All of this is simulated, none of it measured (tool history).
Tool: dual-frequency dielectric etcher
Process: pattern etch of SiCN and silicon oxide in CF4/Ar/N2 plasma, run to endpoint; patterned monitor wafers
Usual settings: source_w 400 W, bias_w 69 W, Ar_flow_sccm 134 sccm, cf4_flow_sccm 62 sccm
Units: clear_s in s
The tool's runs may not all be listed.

| run | day | source_w | bias_w | Ar_flow_sccm | cf4_flow_sccm | wafers since the last listed run | hours since the last wet clean | hours since the last source power generator calibration | hours since the last bias power generator calibration | hours since the last Ar flow controller change | hours since the last CF4 flow controller change | hours since the last upper electrode change | incoming incoming film thickness, nm | clear_s |
|---|---|---|---|---|---|---|---|---|---|---|---|---|---|---|
| 1 | 0.000 | 400 | 69 | 134 | 62 | 0 | 367.4 | 1701.8 | 4047.4 | 1855.2 | 3589.1 | 3610.9 | 9.62 | 13.6 |
| 2 | 2.208 | 400 | 69 | 134 | 62 | 971 | 420.4 | 1754.8 | 4100.4 | 1908.2 | 3642.1 | 3663.9 | 9.55 | 13.4 |
| 3 | 3.500 | 400 | 69 | 134 | 62 | 568 | 451.4 | 1785.8 | 4131.4 | 1939.2 | 3673.1 | 3694.9 | 9.63 | 13.5 |
|  | 5.588 | upper electrode replaced |
| 4 | 5.608 | 400 | 69 | 134 | 55 | 487 | 502.0 | 1836.4 | 4182.0 | 1989.8 | 3723.7 | 0.5 | 9.62 | 13.6 |
| 5 | 5.917 | 450 | 69 | 134 | 62 | 135 | 509.4 | 1843.8 | 4189.4 | 1997.2 | 3731.1 | 7.9 | 9.51 | 11.9 |
| 6 | 6.425 | 400 | 60 | 123 | 62 | 223 | 521.6 | 1856.0 | 4201.6 | 2009.4 | 3743.3 | 20.1 | 9.60 | 13.8 |
|  | 6.950 | Ar flow controller replaced |
| 7 | 7.867 | 400 | 69 | 134 | 62 | 524 | 556.2 | 1890.6 | 4236.2 | 22.0 | 3777.9 | 54.7 | 9.64 | 13.5 |
|  | 8.233 | bias power generator calibrated |
| 8 | 8.512 | 400 | 69 | 134 | 62 | 210 | 571.7 | 1906.1 | 6.7 | 37.5 | 3793.4 | 70.2 | 9.58 | 13.2 |
|  | 9.200 | CF4 flow controller replaced |
| 9 | 9.221 | 400 | 69 | 146 | 67 | 201 | 588.7 | 1923.1 | 23.7 | 54.5 | 0.5 | 87.2 | 9.76 | 13.7 |
| 10 | 9.962 | 400 | 69 | 134 | 62 | 326 | 606.5 | 1940.9 | 41.5 | 72.3 | 18.3 | 105.0 | 9.66 | 13.4 |
|  | 10.458 | source power generator calibrated |
| 11 | 11.067 | 400 | 69 | 112 | 69 | 412 | 633.0 | 14.6 | 68.0 | 98.8 | 44.8 | 131.5 | 9.57 | 12.6 |
|  | 12.538 | wet clean of the chamber |
| 12 | 12.558 | 400 | 69 | 134 | 54 | 216 | 0.5 | 50.4 | 103.8 | 134.6 | 80.6 | 167.3 | 9.49 | 13.8 |
| 13 | 13.246 | 400 | 60 | 152 | 62 | 302 | 17.0 | 66.9 | 120.3 | 151.1 | 97.1 | 183.8 | 9.58 | 14.8 |
| 14 | 14.108 | 400 | 69 | 112 | 69 | 379 | 37.7 | 87.6 | 141.0 | 171.8 | 117.8 | 204.5 | 9.59 | 13.1 |
| 15 | 15.267 | 400 | 52 | 134 | 55 | 509 | 65.5 | 115.4 | 168.8 | 199.6 | 145.6 | 232.3 | 9.63 | 15.5 |
| 16 | 16.517 | 330 | 69 | 115 | 75 | 550 | 95.5 | 145.4 | 198.8 | 229.6 | 175.6 | 262.3 | 9.68 | 15.8 |

How the hidden state differs across the entries between the runs, from the last listed run before each to the first after it:
Between runs 3 and 4: upper electrode replaced (day 5.588)
  etch rate over this chamber's usual, %: 3.63 -> 4.06
  measured less the result without the state, clear_s: -0.5 -> -0.6 s
Between runs 6 and 7: Ar flow controller replaced (day 6.950)
  etch rate over this chamber's usual, %: 4.22 -> 4.51
  measured less the result without the state, clear_s: -0.6 -> -0.7 s
Between runs 7 and 8: bias power generator calibrated (day 8.233)
  etch rate over this chamber's usual, %: 4.51 -> 4.64
  measured less the result without the state, clear_s: -0.7 -> -0.6 s
Between runs 8 and 9: CF4 flow controller replaced (day 9.200)
  etch rate over this chamber's usual, %: 4.64 -> 4.78
  measured less the result without the state, clear_s: -0.6 -> -0.6 s
Between runs 10 and 11: source power generator calibrated (day 10.458)
  etch rate over this chamber's usual, %: 4.93 -> 5.15
  measured less the result without the state, clear_s: -0.7 -> -0.6 s
Between runs 11 and 12: wet clean of the chamber (day 12.538)
  etch rate over this chamber's usual, %: 5.15 -> 0.233
  measured less the result without the state, clear_s: -0.6 -> +0.0 s

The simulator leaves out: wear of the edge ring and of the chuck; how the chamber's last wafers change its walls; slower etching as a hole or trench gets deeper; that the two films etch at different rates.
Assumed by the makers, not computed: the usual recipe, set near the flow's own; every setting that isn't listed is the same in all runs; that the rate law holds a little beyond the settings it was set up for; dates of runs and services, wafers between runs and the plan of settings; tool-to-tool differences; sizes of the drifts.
